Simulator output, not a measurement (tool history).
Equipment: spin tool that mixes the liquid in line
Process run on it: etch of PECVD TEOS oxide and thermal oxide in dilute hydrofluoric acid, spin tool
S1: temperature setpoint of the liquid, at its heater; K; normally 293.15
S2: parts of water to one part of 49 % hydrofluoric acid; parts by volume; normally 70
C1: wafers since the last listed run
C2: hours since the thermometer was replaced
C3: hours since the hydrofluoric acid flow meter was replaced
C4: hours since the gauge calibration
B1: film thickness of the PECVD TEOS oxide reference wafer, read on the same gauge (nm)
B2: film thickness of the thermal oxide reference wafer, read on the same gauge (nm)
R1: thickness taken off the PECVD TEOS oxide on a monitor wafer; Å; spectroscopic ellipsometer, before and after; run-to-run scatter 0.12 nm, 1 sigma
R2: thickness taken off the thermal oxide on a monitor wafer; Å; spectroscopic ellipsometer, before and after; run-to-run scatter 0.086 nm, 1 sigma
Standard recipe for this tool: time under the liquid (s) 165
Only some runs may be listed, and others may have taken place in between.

{"run": 1, "hour": 0.0, "S1": 293.15, "S2": 70, "time under the liquid (s)": 235, "C1": 0, "C2": 542.9, "C3": 702, "C4": 803.3, "B1": 29.99, "B2": 149.98, "R1": 441.8, "R2": 135.2}
{"run": 2, "hour": 21.3, "S1": 293.15, "S2": 70, "time under the liquid (s)": 235, "C1": 162, "C2": 564.2, "C3": 723.3, "C4": 824.6, "B1": 30.02, "B2": 149.98, "R1": 444.5, "R2": 134}
{"run": 3, "hour": 50.5, "S1": 293.15, "S2": 70, "time under the liquid (s)": 235, "C1": 223, "C2": 593.4, "C3": 752.5, "C4": 853.8, "B1": 30.02, "B2": 150.01, "R1": 443.9, "R2": 136.4}
{"run": 4, "hour": 76.2, "S1": 295.65, "S2": 70, "time under the liquid (s)": 165, "C1": 196, "C2": 619.1, "C3": 778.2, "C4": 879.5, "B1": 30.01, "B2": 150.03, "R1": 345, "R2": 107}
{"run": 5, "hour": 90.4, "S1": 293.15, "S2": 70, "time under the liquid (s)": 120, "C1": 108, "C2": 633.3, "C3": 792.4, "C4": 893.7, "B1": 29.99, "B2": 150.04, "R1": 227, "R2": 69.4}
{"run": 6, "hour": 116.1, "S1": 293.15, "S2": 70, "time under the liquid (s)": 230, "C1": 196, "C2": 659, "C3": 818.1, "C4": 919.4, "B1": 29.99, "B2": 150, "R1": 432.1, "R2": 131.7}
{"run": 7, "hour": 147.4, "S1": 293.15, "S2": 70, "time under the liquid (s)": 225, "C1": 239, "C2": 690.3, "C3": 849.4, "C4": 950.7, "B1": 30, "B2": 150.04, "R1": 424.3, "R2": 130.3}
{"hour": 152.6, "done": "hydrofluoric acid flow meter replaced"}
{"run": 8, "hour": 180.2, "S1": 291.15, "S2": 70, "time under the liquid (s)": 165, "C1": 243, "C2": 723.1, "C3": 27.6, "C4": 983.5, "B1": 29.99, "B2": 150.02, "R1": 286.7, "R2": 88.2}
{"run": 9, "hour": 203.3, "S1": 293.15, "S2": 70, "time under the liquid (s)": 165, "C1": 176, "C2": 746.2, "C3": 50.7, "C4": 1006.6, "B1": 29.99, "B2": 150.02, "R1": 310.5, "R2": 94.2}
{"run": 10, "hour": 216.6, "S1": 293.15, "S2": 70, "time under the liquid (s)": 165, "C1": 101, "C2": 759.5, "C3": 64, "C4": 1019.9, "B1": 29.97, "B2": 149.98, "R1": 309.3, "R2": 94.9}
{"run": 11, "hour": 242.7, "S1": 290.15, "S2": 80, "time under the liquid (s)": 125, "C1": 199, "C2": 785.6, "C3": 90.1, "C4": 1046, "B1": 29.99, "B2": 149.97, "R1": 180.1, "R2": 54}
{"run": 12, "hour": 272.6, "S1": 291.15, "S2": 50, "time under the liquid (s)": 165, "C1": 228, "C2": 815.5, "C3": 120, "C4": 1075.9, "B1": 30, "B2": 149.97, "R1": 409.7, "R2": 124.9}
{"run": 13, "hour": 294.6, "S1": 293.15, "S2": 70, "time under the liquid (s)": 165, "C1": 168, "C2": 837.5, "C3": 142, "C4": 1097.9, "B1": 30, "B2": 150.02, "R1": 307.6, "R2": 95.2}
{"run": 14, "hour": 310.9, "S1": 293.15, "S2": 50, "time under the liquid (s)": 165, "C1": 124, "C2": 853.8, "C3": 158.3, "C4": 1114.2, "B1": 29.99, "B2": 150.02, "R1": 441.5, "R2": 136.8}
{"hour": 332.0, "done": "gauge calibrated"}
{"hour": 341.6, "done": "thermometer replaced"}
{"run": 15, "hour": 383.4, "S1": 293.15, "S2": 70, "time under the liquid (s)": 165, "C1": 546, "C2": 41.8, "C3": 230.8, "C4": 51.4, "B1": 30.01, "B2": 150.03, "R1": 302.8, "R2": 93.7}
{"run": 16, "hour": 397.4, "S1": 293.15, "S2": 70, "time under the liquid (s)": 165, "C1": 107, "C2": 55.8, "C3": 244.8, "C4": 65.4, "B1": 30, "B2": 149.97, "R1": 302.9, "R2": 93.3}
{"run": 17, "hour": 414.4, "S1": 290.15, "S2": 70, "time under the liquid (s)": 165, "C1": 129, "C2": 72.8, "C3": 261.8, "C4": 82.4, "B1": 29.99, "B2": 149.98, "R1": 265.1, "R2": 81.4}
{"run": 18, "hour": 446.8, "S1": 296.15, "S2": 80, "time under the liquid (s)": 85, "C1": 247, "C2": 105.2, "C3": 294.2, "C4": 114.8, "B1": 29.99, "B2": 149.98, "R1": 152.7, "R2": 46.9}
{"run": 19, "hour": 464.6, "S1": 291.15, "S2": 70, "time under the liquid (s)": 210, "C1": 136, "C2": 123, "C3": 312, "C4": 132.6, "B1": 30, "B2": 149.99, "R1": 354.9, "R2": 108}
{"hour": 480.2, "done": "thermometer replaced, repeated, since the last time left the tool worse"}
{"run": 20, "hour": 494.4, "S1": 290.65, "S2": 70, "time under the liquid (s)": 165, "C1": 220, "C2": 14.2, "C3": 341.8, "C4": 162.4, "B1": 29.99, "B2": 149.99, "R1": 285.4, "R2": 88}
{"run": 21, "hour": 517.1, "S1": 294.65, "S2": 35, "time under the liquid (s)": 75, "C1": 173, "C2": 36.9, "C3": 364.5, "C4": 185.1, "B1": 30.01, "B2": 150, "R1": 322.5, "R2": 97.2}
{"run": 22, "hour": 551.8, "S1": 293.15, "S2": 35, "time under the liquid (s)": 85, "C1": 265, "C2": 71.6, "C3": 399.2, "C4": 219.8, "B1": 30, "B2": 150, "R1": 340.1, "R2": 104}
{"run": 23, "hour": 564.2, "S1": 295.65, "S2": 40, "time under the liquid (s)": 135, "C1": 94, "C2": 84, "C3": 411.6, "C4": 232.2, "B1": 29.99, "B2": 150, "R1": 520.7, "R2": 158.7}
{"run": 24, "hour": 597.5, "S1": 297.15, "S2": 95, "time under the liquid (s)": 70, "C1": 254, "C2": 117.3, "C3": 444.9, "C4": 265.5, "B1": 30.02, "B2": 149.99, "R1": 113.1, "R2": 34.5}
{"run": 25, "hour": 702.1, "S1": 290.15, "S2": 45, "time under the liquid (s)": 220, "C1": 799, "C2": 221.9, "C3": 549.5, "C4": 370.1, "B1": 30, "B2": 149.98, "R1": 590.7, "R2": 183.5}

Forecast each of these 5 alternatives for the next run:
{"run": "A", "hour": 702.6, "S1": 293.15, "S2": 40, "time under the liquid (s)": 165, "C1": 3, "C2": 222.4, "C3": 550, "C4": 370.6, "B1": "?", "B2": "?", "R1": "?", "R2": "?"}
{"run": "B", "hour": 702.6, "S1": 296.65, "S2": 90, "time under the liquid (s)": 165, "C1": 3, "C2": 222.4, "C3": 550, "C4": 370.6, "B1": "?", "B2": "?", "R1": "?", "R2": "?"}
{"run": "C", "hour": 702.6, "S1": 290.15, "S2": 45, "time under the liquid (s)": 200, "C1": 3, "C2": 222.4, "C3": 550, "C4": 370.6, "B1": "?", "B2": "?", "R1": "?", "R2": "?"}
{"run": "D", "hour": 702.6, "S1": 293.15, "S2": 70, "time under the liquid (s)": 85, "C1": 3, "C2": 222.4, "C3": 550, "C4": 370.6, "B1": "?", "B2": "?", "R1": "?", "R2": "?"}
{"run": "E", "hour": 702.6, "S1": 295.15, "S2": 50, "time under the liquid (s)": 105, "C1": 3, "C2": 222.4, "C3": 550, "C4": 370.6, "B1": "?", "B2": "?", "R1": "?", "R2": "?"}

run=A B1=29.99 B2=150.01 R1=571.3 R2=172.9
run=B B1=29.99 B2=150.01 R1=276.2 R2=83.6
run=C B1=29.99 B2=150.01 R1=537.5 R2=162.7
run=D B1=29.99 B2=150.01 R1=162.3 R2=49.1
run=E B1=29.99 B2=150.01 R1=312.7 R2=94.6
Without the tool's unlogged condition, the same runs would have read:
run=A R1=575 R2=174
run=B R1=277.8 R2=84.1
run=C R1=541 R2=163.8
run=D R1=163.3 R2=49.4
run=E R1=314.6 R2=95.2
